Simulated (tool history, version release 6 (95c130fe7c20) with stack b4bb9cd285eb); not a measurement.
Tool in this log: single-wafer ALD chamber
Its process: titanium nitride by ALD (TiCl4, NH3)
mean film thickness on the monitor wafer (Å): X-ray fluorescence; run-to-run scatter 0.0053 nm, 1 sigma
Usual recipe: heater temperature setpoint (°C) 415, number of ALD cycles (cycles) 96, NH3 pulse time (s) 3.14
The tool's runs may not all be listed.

| run | day | heater temperature setpoint (°C) | number of ALD cycles (cycles) | NH3 pulse time (s) | wafers since the last listed run | hours since the last thermocouple change | hours since the showerhead was replaced | hours since the gauge calibration | read-back reference wafer on the same gauge, thickness_nm | mean film thickness on the monitor wafer (Å) |
|---|---|---|---|---|---|---|---|---|---|---|
| 1 | 0 | 415 | 96 | 3.14 | 0 | 968.1 | 7866.6 | 779.7 | 1.839 | 21.25 |
| 2 | 2.729 | 415 | 96 | 3.14 | 194 | 1033.6 | 7932.1 | 845.2 | 1.84 | 21.25 |
| 3 | 4.954 | 415 | 96 | 3.14 | 158 | 1087 | 7985.5 | 898.6 | 1.84 | 21.24 |
| 4 | 7.583 | 415 | 96 | 3.14 | 187 | 1150.1 | 8048.6 | 961.7 | 1.838 | 21.27 |
| 5 | 17.25 | 415 | 96 | 3.14 | 689 | 1382.1 | 8280.6 | 1193.7 | 1.84 | 21.29 |
|  | 17.5 | gauge calibrated |
| 6 | 19.312 | 415 | 96 | 3.14 | 147 | 1431.6 | 8330.1 | 43.5 | 1.841 | 21.21 |
| 7 | 22.608 | 404 | 96 | 3.14 | 235 | 1510.7 | 8409.2 | 122.6 | 1.841 | 21.21 |
|  | 23.121 | showerhead replaced |
| 8 | 24.458 | 422 | 96 | 3.14 | 108 | 1555.1 | 32.1 | 167 | 1.841 | 21.34 |
| 9 | 28.604 | 415 | 96 | 2.74 | 295 | 1654.6 | 131.6 | 266.5 | 1.841 | 21.17 |
| 10 | 32.558 | 419 | 81 | 2.27 | 282 | 1749.5 | 226.5 | 361.4 | 1.839 | 17.88 |
|  | 38.371 | thermocouple changed; heater temperature recalibrated |
| 11 | 38.875 | 415 | 96 | 3.14 | 426 | 12.1 | 378.1 | 513 | 1.838 | 21.22 |
| 12 | 42.596 | 420 | 96 | 3.14 | 265 | 101.4 | 467.4 | 602.3 | 1.841 | 21.22 |
| 13 | 46.471 | 428 | 96 | 3.14 | 276 | 194.4 | 560.4 | 695.3 | 1.839 | 21.28 |
| 14 | 50.546 | 407 | 96 | 3.95 | 290 | 292.2 | 658.2 | 793.1 | 1.841 | 21.32 |

5 ways to go on from here, each from the tool as it stands after run 14. What would each give?
| A | 50.571 | 415 | 96 | 3.14 | 1 | 292.8 | 658.8 | 793.7 | ? | ? |
| B | 50.571 | 411 | 101 | 2.37 | 1 | 292.8 | 658.8 | 793.7 | ? | ? |
| C | 50.571 | 409 | 106 | 3.14 | 1 | 292.8 | 658.8 | 793.7 | ? | ? |
| D | 50.571 | 420 | 86 | 4.12 | 1 | 292.8 | 658.8 | 793.7 | ? | ? |
| E | 50.571 | 420 | 96 | 2.11 | 1 | 292.8 | 658.8 | 793.7 | ? | ? |

| run | read-back reference wafer on the same gauge, thickness_nm | mean film thickness on the monitor wafer (Å) |
|---|---|---|
| A | 1.839 | 21.35 |
| B | 1.839 | 22.3 |
| C | 1.839 | 23.55 |
| D | 1.839 | 19.23 |
| E | 1.839 | 21.2 |
What these runs would have given with no unlogged condition in the tool:
| run | mean film thickness on the monitor wafer (Å) |
|---|---|
| A | 21.35 |
| B | 22.3 |
| C | 23.55 |
| D | 19.23 |
| E | 21.2 |
